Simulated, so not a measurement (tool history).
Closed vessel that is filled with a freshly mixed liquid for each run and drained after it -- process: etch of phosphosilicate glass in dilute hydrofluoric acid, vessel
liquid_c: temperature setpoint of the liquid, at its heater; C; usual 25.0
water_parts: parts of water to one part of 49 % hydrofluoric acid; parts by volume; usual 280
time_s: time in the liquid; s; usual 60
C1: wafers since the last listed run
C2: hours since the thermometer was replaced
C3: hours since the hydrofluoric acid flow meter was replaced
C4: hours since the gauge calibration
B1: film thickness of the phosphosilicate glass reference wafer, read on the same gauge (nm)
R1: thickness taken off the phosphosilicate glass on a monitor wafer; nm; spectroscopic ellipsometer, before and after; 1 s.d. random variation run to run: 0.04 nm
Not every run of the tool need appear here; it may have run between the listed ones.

run 1 day=0.000 | liquid_c=25.0 water_parts=280 time_s=60 | C1=0 C2=2388.4 C3=746.9 C4=17.9 | B1=150.01 | R1=19.25
run 2 day=0.729 | liquid_c=25.0 water_parts=280 time_s=60 | C1=1919 C2=2405.9 C3=764.4 C4=35.4 | B1=150.00 | R1=19.15
run 3 day=1.475 | liquid_c=25.0 water_parts=280 time_s=60 | C1=1963 C2=2423.8 C3=782.3 C4=53.3 | B1=150.00 | R1=19.16
run 4 day=2.150 | liquid_c=25.0 water_parts=280 time_s=60 | C1=1776 C2=2440.0 C3=798.5 C4=69.5 | B1=150.00 | R1=19.12
run 5 day=2.779 | liquid_c=25.0 water_parts=235 time_s=60 | C1=1656 C2=2455.1 C3=813.6 C4=84.6 | B1=150.01 | R1=23.97
run 6 day=3.321 | liquid_c=25.0 water_parts=175 time_s=60 | C1=1425 C2=2468.1 C3=826.6 C4=97.6 | B1=150.00 | R1=34.64
-- day=3.379 hydrofluoric acid flow meter replaced
-- day=3.621 thermometer replaced
run 7 day=3.975 | liquid_c=25.0 water_parts=175 time_s=60 | C1=1502 C2=8.5 C3=14.3 C4=113.3 | B1=150.00 | R1=35.90
run 8 day=4.358 | liquid_c=25.0 water_parts=280 time_s=60 | C1=1009 C2=17.7 C3=23.5 C4=122.5 | B1=150.01 | R1=20.02
-- day=4.604 gauge calibrated
run 9 day=4.804 | liquid_c=27.5 water_parts=210 time_s=60 | C1=1173 C2=28.4 C3=34.2 C4=4.8 | B1=149.98 | R1=31.38
run 10 day=5.442 | liquid_c=29.0 water_parts=160 time_s=40 | C1=1678 C2=43.7 C3=49.5 C4=20.1 | B1=150.02 | R1=30.73
run 11 day=5.971 | liquid_c=22.5 water_parts=335 time_s=90 | C1=1393 C2=56.4 C3=62.2 C4=32.8 | B1=150.00 | R1=21.67
run 12 day=6.704 | liquid_c=25.0 water_parts=280 time_s=60 | C1=1930 C2=74.0 C3=79.8 C4=50.4 | B1=150.01 | R1=19.86
run 13 day=7.246 | liquid_c=27.0 water_parts=240 time_s=40 | C1=1425 C2=87.0 C3=92.8 C4=63.4 | B1=150.01 | R1=17.29
run 14 day=7.650 | liquid_c=25.0 water_parts=225 time_s=60 | C1=1063 C2=96.7 C3=102.5 C4=73.1 | B1=149.99 | R1=26.18

Hidden state at the last listed run before each entry between runs and at the first one after, where it differs:
Runs 6 to 7: hydrofluoric acid flow meter replaced (day 3.379); thermometer replaced (day 3.621)
  liquid hotter than its thermometer reads (K): 2.74 -> 0.167; hydrofluoric acid flow below the setpoint (%): 10.9 -> 1.18
  the result without the hidden state subtracted from the measured one, R1: -1.44 -> -0.29 nm
Runs 8 to 9: gauge calibrated (day 4.604)
  liquid hotter than its thermometer reads (K): 0.177 -> 0.188; hydrofluoric acid flow below the setpoint (%): 1.28 -> 1.4
  the result without the hidden state subtracted from the measured one, R1: -0.21 -> -0.34 nm

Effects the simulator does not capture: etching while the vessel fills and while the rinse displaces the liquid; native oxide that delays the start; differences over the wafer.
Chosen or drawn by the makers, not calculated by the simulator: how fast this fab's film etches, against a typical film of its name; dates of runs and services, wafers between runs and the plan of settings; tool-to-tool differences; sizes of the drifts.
